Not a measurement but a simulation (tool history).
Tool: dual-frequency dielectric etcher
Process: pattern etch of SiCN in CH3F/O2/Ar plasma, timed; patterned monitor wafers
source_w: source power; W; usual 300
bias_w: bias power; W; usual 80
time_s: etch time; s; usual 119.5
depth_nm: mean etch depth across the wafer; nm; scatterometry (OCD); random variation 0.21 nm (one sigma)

run,day,source_w,bias_w,time_s,"read-back reference wafer on the same gauge, depth_nm",depth_nm
1,0.000,240,80,119.5,33.79,39.02
2,0.579,240,80,119.5,33.79,38.93
3,1.221,300,80,119.5,33.81,41.54
4,1.692,300,80,119.5,33.79,41.42
# day 1.871: bias power generator calibrated
5,2.067,300,80,119.5,33.80,41.48
6,2.429,300,65,119.5,33.76,37.30
# day 3.817: upper electrode replaced
# day 4.575: wet clean of the chamber
7,4.596,300,80,119.5,33.79,39.60
8,4.608,300,80,134.0,33.78,44.58
9,4.625,370,91,119.5,33.80,45.29
10,4.638,330,100,131.5,33.83,50.34
11,4.996,330,65,95.0,33.79,29.27
12,5.612,300,80,119.5,33.75,40.13
13,7.388,370,80,119.5,33.77,42.81
14,7.950,360,88,85.5,33.80,31.64
15,8.767,230,89,129.0,33.84,42.56
16,9.421,300,80,119.5,33.76,39.87
# day 9.529: gauge calibrated
# day 9.942: source power generator calibrated
17,9.962,300,80,119.5,33.78,40.24
18,10.479,320,80,89.0,33.76,30.85
19,10.912,330,65,95.0,33.83,29.56
20,12.308,260,63,129.0,33.83,37.53
21,12.988,300,80,119.5,33.85,41.11
22,13.546,300,71,130.0,33.80,41.75
23,14.638,330,65,95.0,33.74,30.26
24,14.975,300,71,119.5,33.81,38.57
25,15.283,320,95,119.5,33.84,45.87
26,15.988,230,80,142.0,33.84,45.47
27,16.404,350,80,119.5,33.80,43.39
28,16.904,300,80,119.5,33.76,41.14
29,17.379,300,80,119.5,33.88,41.67
30,18.071,340,61,148.0,33.78,46.14
31,18.762,320,95,119.5,33.78,46.15

3 ways to go on from here, each from the tool as it stands after run 31. What would each give?
A,18.779,300,64,119.5,?,?
B,18.779,300,98,130.0,?,?
C,18.779,300,73,137.5,?,?

run,"read-back reference wafer on the same gauge, depth_nm",depth_nm
A,33.84,36.79
B,33.84,49.69
C,33.84,45.32
Without the tool's hidden state the same runs would have given:
run,depth_nm
A,35.19
B,47.53
C,43.35
